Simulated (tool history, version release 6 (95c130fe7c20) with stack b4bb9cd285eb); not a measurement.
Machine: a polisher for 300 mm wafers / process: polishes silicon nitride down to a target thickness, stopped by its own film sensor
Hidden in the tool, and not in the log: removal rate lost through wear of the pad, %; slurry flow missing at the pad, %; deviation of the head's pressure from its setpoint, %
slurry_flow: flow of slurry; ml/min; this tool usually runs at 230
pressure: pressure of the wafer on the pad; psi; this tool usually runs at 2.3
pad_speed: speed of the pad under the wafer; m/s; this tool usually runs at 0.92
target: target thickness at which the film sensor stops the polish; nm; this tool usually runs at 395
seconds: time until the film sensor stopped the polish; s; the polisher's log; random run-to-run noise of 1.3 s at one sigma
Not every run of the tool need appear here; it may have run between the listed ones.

| run | hour | slurry_flow | pressure | pad_speed | target | wafers since the last listed run | wafers polished on this pad | hours since the slurry nozzle was cleaned | hours since the head pressure was calibrated | incoming thickness of the incoming film, nm | seconds |
|---|---|---|---|---|---|---|---|---|---|---|---|
| 1 | 0.0 | 230 | 2.3 | 0.92 | 395 | 0 | 705 | 487.6 | 529.5 | 463.1 | 80.2 |
|  | 14.0 | slurry nozzle cleaned |
| 2 | 31.9 | 190 | 2.3 | 0.92 | 395 | 269 | 975 | 17.9 | 561.4 | 464.6 | 84.2 |
| 3 | 102.6 | 190 | 2.3 | 0.92 | 395 | 617 | 1593 | 88.6 | 632.1 | 459.5 | 78.4 |
|  | 145.9 | worn pad replaced by a new one |
| 4 | 171.2 | 190 | 2.3 | 0.92 | 395 | 564 | 221 | 157.2 | 700.7 | 458.9 | 71.8 |
| 5 | 241.8 | 230 | 2.3 | 0.98 | 395 | 616 | 837 | 227.8 | 771.3 | 457.7 | 72.1 |
| 6 | 310.6 | 230 | 2.3 | 0.92 | 395 | 601 | 1438 | 296.6 | 840.1 | 460.5 | 83.6 |
| 7 | 362.4 | 230 | 2.3 | 0.92 | 395 | 452 | 1891 | 348.4 | 891.9 | 463.6 | 86.7 |
| 8 | 398.1 | 230 | 2.3 | 0.78 | 395 | 311 | 2203 | 384.1 | 927.6 | 460.0 | 92.3 |
|  | 412.6 | worn pad replaced by a new one |
|  | 418.7 | head pressure recalibrated |
| 9 | 440.3 | 230 | 2.3 | 0.78 | 395 | 316 | 224 | 426.3 | 21.6 | 452.7 | 71.6 |
|  | 470.3 | slurry nozzle cleaned |
| 10 | 510.4 | 230 | 2.3 | 0.92 | 395 | 603 | 828 | 40.1 | 91.7 | 463.9 | 76.5 |
| 11 | 539.0 | 230 | 2.3 | 0.92 | 395 | 249 | 1077 | 68.7 | 120.3 | 459.8 | 74.4 |
| 12 | 583.4 | 230 | 2.3 | 0.92 | 395 | 387 | 1465 | 113.1 | 164.7 | 461.5 | 80.1 |
| 13 | 624.3 | 185 | 2.3 | 0.92 | 386 | 357 | 1823 | 154.0 | 205.6 | 467.8 | 96.0 |
| 14 | 661.9 | 185 | 2.3 | 0.92 | 395 | 328 | 2151 | 191.6 | 243.2 | 456.2 | 72.9 |
|  | 681.6 | worn pad replaced by a new one |
| 15 | 716.7 | 230 | 1.6 | 0.92 | 375 | 443 | 306 | 246.4 | 298.0 | 464.9 | 123.2 |
| 16 | 749.1 | 185 | 2.0 | 1.02 | 373 | 283 | 589 | 278.8 | 330.4 | 461.9 | 106.2 |
| 17 | 775.8 | 230 | 1.6 | 0.92 | 375 | 233 | 823 | 305.5 | 357.1 | 457.9 | 122.5 |
| 18 | 845.4 | 230 | 2.3 | 0.92 | 395 | 608 | 1431 | 375.1 | 426.7 | 469.1 | 87.5 |
|  | 895.4 | worn pad replaced by a new one |
|  | 895.9 | slurry nozzle cleaned |
| 19 | 900.6 | 230 | 2.3 | 0.92 | 395 | 443 | 41 | 4.7 | 481.9 | 450.1 | 57.3 |
| 20 | 968.3 | 230 | 2.3 | 0.78 | 395 | 591 | 632 | 72.4 | 549.6 | 464.2 | 87.1 |
| 21 | 1009.0 | 165 | 3.0 | 0.92 | 375 | 355 | 988 | 113.1 | 590.3 | 464.0 | 89.2 |
| 22 | 1073.6 | 230 | 2.0 | 0.64 | 376 | 564 | 1552 | 177.7 | 654.9 | 459.2 | 147.2 |
|  | 1132.0 | worn pad replaced by a new one |
| 23 | 1135.4 | 230 | 2.3 | 0.92 | 395 | 504 | 29 | 239.5 | 716.7 | 463.7 | 73.8 |
| 24 | 1176.5 | 230 | 2.3 | 0.78 | 383 | 359 | 388 | 280.6 | 757.8 | 458.7 | 102.4 |

Here are 3 independent what-if runs from the current tool condition. What would each one return?
| A | 1176.9 | 230 | 2.3 | 0.92 | 416 | 3 | 392 | 281.0 | 758.2 | 463.0 | ? |
| B | 1176.9 | 230 | 2.3 | 0.92 | 374 | 3 | 392 | 281.0 | 758.2 | 463.0 | ? |
| C | 1176.9 | 300 | 2.7 | 0.80 | 381 | 3 | 392 | 281.0 | 758.2 | 463.0 | ? |

| run | seconds |
|---|---|
| A | 52.4 |
| B | 99.2 |
| C | 88.2 |
With the hidden condition removed and each run's random variation left untouched, the same runs would have given:
| run | seconds |
|---|---|
| A | 47.2 |
| B | 89.4 |
| C | 79.5 |
